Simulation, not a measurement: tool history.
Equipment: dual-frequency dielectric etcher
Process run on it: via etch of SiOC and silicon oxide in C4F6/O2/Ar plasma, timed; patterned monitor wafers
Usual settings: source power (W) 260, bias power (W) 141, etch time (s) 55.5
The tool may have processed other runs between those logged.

run	day	source power (W)	bias power (W)	etch time (s)	read-back reference wafer on the same gauge, depth_nm	mean etch depth across the wafer (nm)
1	0	260	141	55.5	42.02	48.5
2	4.171	260	141	55.5	42.03	48.27
3	7.558	260	153	55.5	42	49.99
# day 11.292: wet clean of the chamber
4	11.704	270	141	55.5	42.01	49.19
5	13.971	270	141	55.5	41.99	49.47
6	16.208	260	141	49.5	41.99	43.34
7	26.942	260	141	55.5	42.03	48.57
8	31.233	260	141	55.5	41.99	48.37
9	33.954	260	141	55.5	41.96	48.31
# day 36.321: wet clean of the chamber
10	37.592	260	141	55.5	42	48.04
# day 39.833: gauge calibrated
11	40.508	260	141	55.5	42	48.34
# day 46.821: upper electrode replaced
12	46.842	260	141	55.5	41.97	48.36
13	49.496	260	141	55.5	41.99	48.31
14	51.538	260	141	55.5	42.02	48.18
15	53.712	280	141	55.5	41.99	49.86
16	55.221	200	141	55.5	42.03	42.59
17	58.45	310	109	55.5	42.02	47.63
# day 59.738: wet clean of the chamber
# day 60.717: source power generator calibrated
18	61.829	260	141	43	42.01	37.09
19	66.008	310	141	55.5	42	51.6
20	70.288	320	121	55.5	41.99	49.79
21	73.121	260	141	55.5	41.99	47.74
# day 73.479: bias power generator calibrated
22	75.317	200	160	42	42	34.12
23	79.642	230	141	55.5	41.99	46.06
24	82.192	280	111	62	41.99	51.59
# day 84.988: wet clean of the chamber
25	85.008	260	141	55.5	42	48.36
26	88.012	260	141	55.5	42	48.37
27	91.267	260	111	55.5	41.99	44.86
28	94.612	260	141	50	42	43.63
29	97.996	260	141	55.5	41.99	48.67

For each run, what was the tool's unlogged condition?
etch rate over this chamber's usual, %: 0 at every run
source power that arrives over what is set, %: 0 at every run
gauge reads high (%): 0 at every run
H1: bias power that arrives over what is set, %
run	H1
1	-0.16
2	-0.205
3	-0.261
4	-0.354
5	-0.416
6	-0.485
7	-0.923
8	-1.15
9	-1.31
10	-1.54
11	-1.73
12	-2.21
13	-2.43
14	-2.6
15	-2.8
16	-2.93
17	-3.24
18	-3.58
19	-4.03
20	-4.51
21	-4.85
22	-0.082
23	-0.109
24	-0.138
25	-0.182
26	-0.243
27	-0.324
28	-0.425
29	-0.545

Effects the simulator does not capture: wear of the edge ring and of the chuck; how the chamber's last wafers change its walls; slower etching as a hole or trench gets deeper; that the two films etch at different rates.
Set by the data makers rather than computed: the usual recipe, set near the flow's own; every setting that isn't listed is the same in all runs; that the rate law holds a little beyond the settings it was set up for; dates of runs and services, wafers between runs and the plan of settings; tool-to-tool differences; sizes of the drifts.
